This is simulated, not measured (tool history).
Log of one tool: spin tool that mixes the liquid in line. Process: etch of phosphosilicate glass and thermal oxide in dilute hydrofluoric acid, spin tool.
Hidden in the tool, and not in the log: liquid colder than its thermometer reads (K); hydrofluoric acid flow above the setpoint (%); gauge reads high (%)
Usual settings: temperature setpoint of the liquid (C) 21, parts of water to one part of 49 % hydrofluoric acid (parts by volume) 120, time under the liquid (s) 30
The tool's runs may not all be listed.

run	day	temperature setpoint of the liquid (C)	parts of water to one part of 49 % hydrofluoric acid (parts by volume)	time under the liquid (s)	wafers since the last listed run	hours since the thermometer was replaced	hours since the hydrofluoric acid flow meter was replaced	hours since the gauge calibration	read-back film thickness of the phosphosilicate glass reference wafer, read on the same gauge (nm)	read-back film thickness of the thermal oxide reference wafer, read on the same gauge (nm)	thickness taken off the phosphosilicate glass on a monitor wafer (nm)	thickness taken off the thermal oxide on a monitor wafer (nm)
1	0	21	85	35	0	536.1	521.7	1300.4	88.04	97.799	31.52	1.878
2	2.867	21	85	35	907	604.9	590.5	1369.2	87.81	97.578	31.36	1.915
# day 6.342: thermometer replaced
3	7.008	21	85	35	1298	16	689.9	1468.6	87.49	97.206	31.02	1.807
4	10.725	24.5	120	30	1176	105.2	779.1	1557.8	87.18	96.87	20.83	1.243
5	12.5	21	120	30	561	147.8	821.7	1600.4	87.03	96.717	18.11	1.082
6	15.5	21	120	30	949	219.8	893.7	1672.4	86.82	96.445	18.07	1.106
7	17.608	21	120	30	667	270.4	944.3	1723	86.62	96.197	17.93	1.073
8	20.446	21	120	30	898	338.5	1012.4	1791.1	86.34	95.917	17.98	1.069
9	22.546	17.5	120	30	664	388.9	1062.8	1841.5	86.12	95.673	15.51	0.975
# day 24.421: gauge calibrated
10	24.95	23.5	150	20	761	446.6	1120.5	12.7	89.86	99.875	10.63	0.646
11	28.588	23.5	120	30	1151	533.9	1207.8	100	89.85	99.829	20.55	1.212
12	31.388	21	140	30	886	601.1	1275	167.2	89.85	99.807	15.67	0.959
# day 31.567: thermometer replaced
# day 34.558: hydrofluoric acid flow meter replaced
13	35.875	25.5	120	30	1394	103.4	31.6	274.9	89.82	99.742	22.17	1.36
14	37.783	19	100	35	604	149.2	77.4	320.7	89.74	99.704	24.59	1.512
15	42.275	21	120	30	1422	257	185.2	428.5	89.65	99.608	18.66	1.092
16	46.471	25	155	45	1328	357.7	285.9	529.2	89.56	99.477	24.34	1.488
17	48.329	22.5	140	15	588	402.3	330.5	573.8	89.54	99.443	8.26	0.496
18	50.188	22.5	170	35	588	446.9	375.1	618.4	89.43	99.368	15.33	0.92
19	53.696	23	160	15	1110	531.1	459.3	702.6	89.28	99.232	7.18	0.429
# day 56.088: thermometer replaced
20	57.438	17	155	30	1171	32.4	549.1	792.4	89.15	99.06	11.76	0.705
21	60.004	21	145	30	812	94	610.7	854	89.04	98.927	15	0.907
22	64.396	19	100	35	1390	199.4	716.1	959.4	88.82	98.691	24.21	1.443
23	67.058	17	150	40	842	263.3	780	1023.3	88.64	98.555	16.25	0.988
24	70.433	21	120	20	1068	344.3	861	1104.3	88.52	98.361	12.16	0.737
25	74.458	17	170	30	1274	440.9	957.6	1200.9	88.22	98.049	10.5	0.652
26	78.183	21	120	30	1179	530.3	1047	1290.3	87.99	97.771	18.2	1.139

Some steps in thickness taken off the phosphosilicate glass on a monitor wafer (nm) between neighbouring runs. How much of each would the tool show without its hidden state too (settings, what came in, random variation), and how much is left for the hidden state, with any gauge scatter that isn't in both results?
Run 3 -> 4: temperature setpoint of the liquid (C) 21 -> 24.5, parts of water to one part of 49 % hydrofluoric acid (parts by volume) 85 -> 120, time under the liquid (s) 35 -> 30. thickness taken off the phosphosilicate glass on a monitor wafer (nm) -10.19: hidden state +0.22, all else -10.41.
Run 9 -> 10: temperature setpoint of the liquid (C) 17.5 -> 23.5, parts of water to one part of 49 % hydrofluoric acid (parts by volume) 120 -> 150, time under the liquid (s) 30 -> 20, gauge calibrated. thickness taken off the phosphosilicate glass on a monitor wafer (nm) -4.88: hidden state +0.68, all else -5.56.
Run 16 -> 17: temperature setpoint of the liquid (C) 25 -> 22.5, parts of water to one part of 49 % hydrofluoric acid (parts by volume) 155 -> 140, time under the liquid (s) 45 -> 15. thickness taken off the phosphosilicate glass on a monitor wafer (nm) -16.08: hidden state +0.08, all else -16.16.
